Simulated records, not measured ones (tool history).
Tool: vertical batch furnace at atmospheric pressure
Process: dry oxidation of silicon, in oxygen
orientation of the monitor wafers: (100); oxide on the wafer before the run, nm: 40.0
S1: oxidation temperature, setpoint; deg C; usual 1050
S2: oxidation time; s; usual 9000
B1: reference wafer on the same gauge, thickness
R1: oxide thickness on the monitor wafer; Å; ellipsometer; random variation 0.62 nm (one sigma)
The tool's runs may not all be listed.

| run | hour | S1 | S2 | B1 | R1 |
|---|---|---|---|---|---|
| 1 | 0 | 1066 | 9000 | 164.04 | 1730.5 |
| 2 | 42.5 | 1050 | 9000 | 163.86 | 1548 |
| 3 | 67.8 | 1050 | 9000 | 163.84 | 1547.9 |
| 4 | 196.8 | 1050 | 9000 | 163.93 | 1529.9 |
| 5 | 249.9 | 1050 | 9000 | 164.17 | 1538.7 |
| 6 | 318.8 | 1050 | 5640 | 163.86 | 1180.5 |
| 7 | 359.2 | 1050 | 5640 | 164.01 | 1199.9 |
| 8 | 406.3 | 1050 | 5640 | 163.95 | 1189.2 |
| 9 | 457.8 | 1063 | 5640 | 163.95 | 1302.2 |
| 10 | 499.9 | 1050 | 9000 | 164 | 1539.6 |
| 11 | 556.3 | 1050 | 9000 | 164 | 1536.6 |
| 12 | 607.1 | 1050 | 9000 | 164.03 | 1542.9 |
| 13 | 643.4 | 1050 | 9000 | 163.98 | 1530 |
| 14 | 685.7 | 1050 | 9000 | 163.95 | 1550.1 |
| 15 | 734.3 | 1050 | 9000 | 163.95 | 1535.2 |
| 16 | 770.7 | 1050 | 13470 | 163.96 | 1950.4 |
| 17 | 820.4 | 1034 | 7290 | 163.91 | 1230.6 |
| 18 | 871.6 | 1035 | 6120 | 164.17 | 1129.5 |
| 19 | 943.3 | 1067 | 12390 | 164 | 2071.2 |
| 20 | 979.9 | 1041 | 9000 | 163.98 | 1463.1 |
| 21 | 1031.4 | 1050 | 9000 | 164.19 | 1552.8 |
|  | 1044.3 | gauge calibrated |
| 22 | 1077.9 | 1041 | 6000 | 163.99 | 1166.9 |
|  | 1115.3 | boat lift adjusted |
| 23 | 1203.9 | 1050 | 9000 | 163.99 | 1596.2 |
| 24 | 1241.3 | 1059 | 6420 | 163.98 | 1389.3 |
| 25 | 1277.9 | 1050 | 12120 | 164.17 | 1874.7 |
| 26 | 1330.3 | 1058 | 10920 | 164.01 | 1859.8 |
|  | 1398.7 | thermocouples replaced and temperature profile calibrated |
| 27 | 1420.2 | 1050 | 9000 | 163.98 | 1539.5 |
| 28 | 1454.2 | 1027 | 4560 | 163.99 | 927.5 |
| 29 | 1499.5 | 1062 | 6840 | 164.04 | 1423.3 |
| 30 | 1548.2 | 1050 | 9000 | 164.08 | 1529.8 |
| 31 | 1572.6 | 1050 | 9000 | 163.95 | 1530.9 |
| 32 | 1633 | 1029 | 12150 | 164.02 | 1583.5 |
| 33 | 1689.5 | 1036 | 6270 | 163.93 | 1143.6 |
| 34 | 1754.5 | 1027 | 4650 | 163.95 | 923.3 |
| 35 | 1784.2 | 1064 | 6030 | 163.93 | 1337.3 |
| 36 | 1825.2 | 1050 | 12570 | 163.8 | 1853.7 |
| 37 | 1890.5 | 1069 | 10140 | 163.94 | 1859 |
| 38 | 1939.1 | 1034 | 11850 | 164.02 | 1607.5 |

Some steps in R1 between neighbouring runs. How much of each would the tool show without its hidden state too (settings, what came in, random variation), and how much is left for the hidden state, with any gauge scatter that isn't in both results?
The hidden state here: true tube temperature minus thermocouple reading, K; monitor wafer colder than the profiled boat position, K; gauge reads high (%).
Run 16 -> 17: S1 1050 -> 1034, S2 13470 -> 7290. R1 -719.8 Å: hidden state +4.6, all else -724.4.
Run 18 -> 19: S1 1035 -> 1067, S2 6120 -> 12390. R1 +941.7 Å: hidden state -2.3, all else +944.
Run 22 -> 23: S1 1041 -> 1050, S2 6000 -> 9000, boat lift adjusted. R1 +429.3 Å: hidden state +36.4, all else +392.9.
Run 24 -> 25: S1 1059 -> 1050, S2 6420 -> 12120. R1 +485.4 Å: hidden state +9.8, all else +475.6.
Run 26 -> 27: S1 1058 -> 1050, S2 10920 -> 9000, thermocouples replaced and temperature profile calibrated. R1 -320.3 Å: hidden state -47.6, all else -272.7.
Run 27 -> 28: S1 1050 -> 1027, S2 9000 -> 4560. R1 -612 Å: hidden state +4.6, all else -616.6.

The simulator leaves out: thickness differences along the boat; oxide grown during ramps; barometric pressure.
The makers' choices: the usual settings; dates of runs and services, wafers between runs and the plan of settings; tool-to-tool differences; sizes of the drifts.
